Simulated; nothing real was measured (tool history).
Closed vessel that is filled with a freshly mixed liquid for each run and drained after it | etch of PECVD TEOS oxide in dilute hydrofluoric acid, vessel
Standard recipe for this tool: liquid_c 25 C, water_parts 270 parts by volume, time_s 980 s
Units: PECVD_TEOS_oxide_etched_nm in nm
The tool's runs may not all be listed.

run,hour,liquid_c,water_parts,time_s,"read-back film thickness of the PECVD TEOS oxide reference wafer, read on the same gauge (nm)",PECVD_TEOS_oxide_etched_nm
1,0,25,270,830,99.98,45.01
2,98.3,25,270,980,99.99,53
3,176.1,25,270,980,99.99,53.08
4,224.4,25,270,980,99.98,53
5,434.6,25,270,980,99.98,52.69
6,509.9,25,270,980,99.98,52.79
7,559.4,25,270,980,100.02,52.9
8,603.5,27,270,980,100,56.91
# hour 623.8: hydrofluoric acid flow meter replaced
9,690.4,27,270,980,100.04,57.02
10,757.8,25,270,610,99.98,32.82
11,826.7,25,270,980,100.04,52.98
# hour 847.4: gauge calibrated
# hour 867.5: thermometer replaced
12,924.4,21.5,375,980,100,30.65
13,974.5,22,315,1540,100.02,61.92
14,1037.8,21,270,980,100.01,45.99
15,1110.8,25,270,980,99.98,53.35
16,1159.1,25,400,980,100,31.62
17,1220.3,27,205,400,100,32.73
18,1325.4,21,190,460,99.97,32.98

Alternative continuations, all from the tool just after run 18; predict every row:
A,1326.3,25,220,980,?,?
B,1326.3,28.5,270,980,?,?
C,1326.3,25,200,980,?,?
D,1326.3,29,200,1510,?,?

run,"read-back film thickness of the PECVD TEOS oxide reference wafer, read on the same gauge (nm)",PECVD_TEOS_oxide_etched_nm
A,99.99,68
B,99.99,59.27
C,99.99,76.45
D,99.99,135.9
Without the tool's hidden state the same runs would have given:
run,PECVD_TEOS_oxide_etched_nm
A,68
B,59.27
C,76.45
D,135.9
